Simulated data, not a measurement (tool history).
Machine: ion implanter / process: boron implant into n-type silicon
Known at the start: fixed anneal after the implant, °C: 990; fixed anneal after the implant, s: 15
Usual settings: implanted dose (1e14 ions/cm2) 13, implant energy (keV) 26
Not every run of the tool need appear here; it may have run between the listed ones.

run     day  implanted dose (1e14 ions/cm2)  implant energy (keV)  wafers since the last listed run  hours since the last dose calibration  hours since the extraction supply was calibrated  hours since the gauge calibration  read-back reference wafer on the same gauge, sheet resistance  sheet resistance of the implanted and annealed layer (ohm/square)
  1       0                              13                  20.5                                 0                                   1290                                            2642.7                              281.6                                                         100.14                                                             112.39
  2   2.971                              13                  20.5                               871                                 1361.3                                              2714                              352.9                                                          99.95                                                             112.38
  3   5.208                              13                  20.5                               656                                   1415                                            2767.7                              406.6                                                            100                                                             112.06
  4   7.121                              13                    26                               561                                 1460.9                                            2813.6                              452.5                                                          99.96                                                             108.75
  5   9.638                              13                    26                               738                                 1521.3                                              2874                              512.9                                                         100.09                                                             109.38
  6  11.721                              13                    26                               611                                 1571.3                                              2924                              562.9                                                          99.88                                                             109.85
  7  13.271                           10.76                    26                               454                                 1608.5                                            2961.2                              600.1                                                         100.13                                                             126.88
  8  15.867                           10.76                    26                               761                                 1670.8                                            3023.5                              662.4                                                          99.91                                                             126.22
  9  18.558                              13                    24                               789                                 1735.4                                            3088.1                                727                                                          99.98                                                             110.61
 10  19.992                              13                    26                               420                                 1769.8                                            3122.5                              761.4                                                         100.02                                                             110.28
     21.658  -- extraction supply calibrated
 11  21.679                              13                    26                               397                                 1810.3                                               0.5                              801.9                                                          99.99                                                              110.2
 12  23.208                              13                    26                               448                                   1847                                              37.2                              838.6                                                         100.08                                                             111.18
 13  26.192                              13                    26                               875                                 1918.6                                             108.8                              910.2                                                         100.19                                                             109.86
 14  27.308                           15.19                    23                               327                                 1945.4                                             135.6                                937                                                         100.01                                                             101.02
 15  30.271                           16.32                    31                               869                                 2016.5                                             206.7                             1008.1                                                         100.06                                                              92.68
 16  32.804                              13                    26                               743                                 2077.3                                             267.5                             1068.9                                                          99.91                                                             110.48
 17  33.908                              13                  28.5                               324                                 2103.8                                               294                             1095.4                                                         100.01                                                             110.29
     34.567  -- Faraday cup replaced and dose calibrated
       34.8  -- gauge calibrated
 18  34.908                           10.26                    26                               195                                    8.2                                               318                                2.6                                                            100                                                             129.22
 19  37.646                              15                  23.5                               803                                   73.9                                             383.7                               68.3                                                         100.01                                                               98.8
 20  40.596                              13                  33.5                               865                                  144.7                                             454.5                              139.1                                                          99.99                                                             105.53

Predict the results of run 21:
 21  41.704                            9.11                    26                               325                                  171.3                                             481.1                              165.7                                                              ?                                                                  ?

read-back reference wafer on the same gauge, sheet resistance: 99.97
sheet resistance of the implanted and annealed layer (ohm/square): 141.88
Take away the tool's hidden state, keep the run-to-run variation as it was, and the same run would have given sheet resistance of the implanted and annealed layer (ohm/square) 141.27.

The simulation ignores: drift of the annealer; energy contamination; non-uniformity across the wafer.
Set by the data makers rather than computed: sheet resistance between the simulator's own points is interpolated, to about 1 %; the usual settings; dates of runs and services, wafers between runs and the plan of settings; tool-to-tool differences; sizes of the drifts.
